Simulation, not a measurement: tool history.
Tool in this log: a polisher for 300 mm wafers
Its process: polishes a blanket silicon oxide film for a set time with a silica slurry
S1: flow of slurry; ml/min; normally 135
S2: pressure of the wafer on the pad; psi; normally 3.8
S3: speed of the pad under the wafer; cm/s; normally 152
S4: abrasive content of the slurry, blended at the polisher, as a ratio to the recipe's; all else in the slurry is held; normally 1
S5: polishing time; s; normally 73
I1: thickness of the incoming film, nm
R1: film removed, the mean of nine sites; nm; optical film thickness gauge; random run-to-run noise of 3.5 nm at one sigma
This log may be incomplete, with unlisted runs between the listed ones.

{"run": 1, "hour": 0.0, "S1": 150, "S2": 3.8, "S3": 152, "S4": 1, "S5": 73, "I1": 918.8, "R1": 261.6}
{"run": 2, "hour": 28.3, "S1": 150, "S2": 3.8, "S3": 152, "S4": 1, "S5": 73, "I1": 897.9, "R1": 256.3}
{"run": 3, "hour": 58.3, "S1": 150, "S2": 3.8, "S3": 152, "S4": 1, "S5": 73, "I1": 893.7, "R1": 252.6}
{"hour": 112.1, "done": "slurry blender recalibrated"}
{"run": 4, "hour": 125.9, "S1": 135, "S2": 3.8, "S3": 152, "S4": 1, "S5": 73, "I1": 917.8, "R1": 237.7}
{"hour": 182.5, "done": "slurry nozzle cleaned"}
{"run": 5, "hour": 194.5, "S1": 135, "S2": 3.8, "S3": 152, "S4": 1, "S5": 73, "I1": 895.1, "R1": 256.8}
{"run": 6, "hour": 234.5, "S1": 165, "S2": 3.8, "S3": 152, "S4": 1, "S5": 73, "I1": 921.3, "R1": 260.4}
{"run": 7, "hour": 259.9, "S1": 135, "S2": 3.8, "S3": 152, "S4": 1, "S5": 84, "I1": 903.9, "R1": 276.1}
{"run": 8, "hour": 285.2, "S1": 135, "S2": 3.8, "S3": 188, "S4": 1, "S5": 73, "I1": 921, "R1": 273.7}
{"run": 9, "hour": 345.5, "S1": 175, "S2": 3.8, "S3": 136, "S4": 0.85, "S5": 73, "I1": 920.3, "R1": 207.9}
{"hour": 393.6, "done": "conditioning disc replaced and pad reconditioned"}
{"hour": 401.3, "done": "worn pad replaced by a new one"}
{"run": 10, "hour": 416.8, "S1": 135, "S2": 2.7, "S3": 124, "S4": 1.15, "S5": 93, "I1": 896.2, "R1": 216.2}
{"run": 11, "hour": 474.6, "S1": 135, "S2": 3.8, "S3": 152, "S4": 1, "S5": 73, "I1": 900.5, "R1": 250}
{"hour": 485.6, "done": "head pressure recalibrated"}
{"run": 12, "hour": 546.4, "S1": 135, "S2": 3.8, "S3": 178, "S4": 1, "S5": 54, "I1": 920.1, "R1": 198.6}
{"hour": 554.1, "done": "slurry blender recalibrated"}
{"hour": 744.7, "done": "worn pad replaced by a new one"}
{"run": 13, "hour": 748.8, "S1": 135, "S2": 3.8, "S3": 152, "S4": 1, "S5": 73, "I1": 919.4, "R1": 216.7}
{"hour": 766.7, "done": "slurry nozzle cleaned"}
{"run": 14, "hour": 796.5, "S1": 105, "S2": 3.8, "S3": 204, "S4": 0.75, "S5": 73, "I1": 915.7, "R1": 243.6}
{"run": 15, "hour": 826.6, "S1": 115, "S2": 3.8, "S3": 152, "S4": 1, "S5": 73, "I1": 913.4, "R1": 225.1}
{"hour": 841.8, "done": "conditioning disc replaced and pad reconditioned"}
{"run": 16, "hour": 874.3, "S1": 90, "S2": 3.8, "S3": 202, "S4": 1, "S5": 47, "I1": 905.6, "R1": 189.6}
{"run": 17, "hour": 932.3, "S1": 135, "S2": 3.8, "S3": 152, "S4": 1, "S5": 73, "I1": 926, "R1": 257.3}
{"run": 18, "hour": 977.0, "S1": 135, "S2": 3.8, "S3": 152, "S4": 1, "S5": 73, "I1": 900.8, "R1": 247.8}

What does the tool deliver on the next run?
{"hour": 993.0, "done": "head pressure recalibrated"}
{"run": 19, "hour": 1003.5, "S1": 95, "S2": 3.4, "S3": 170, "S4": 1, "S5": 73, "I1": 894.5, "R1": "?"}

{"run 19": {"R1": 219.3}}
The same run, on a tool lacking any hidden state, would have yielded R1 263.7 nm.
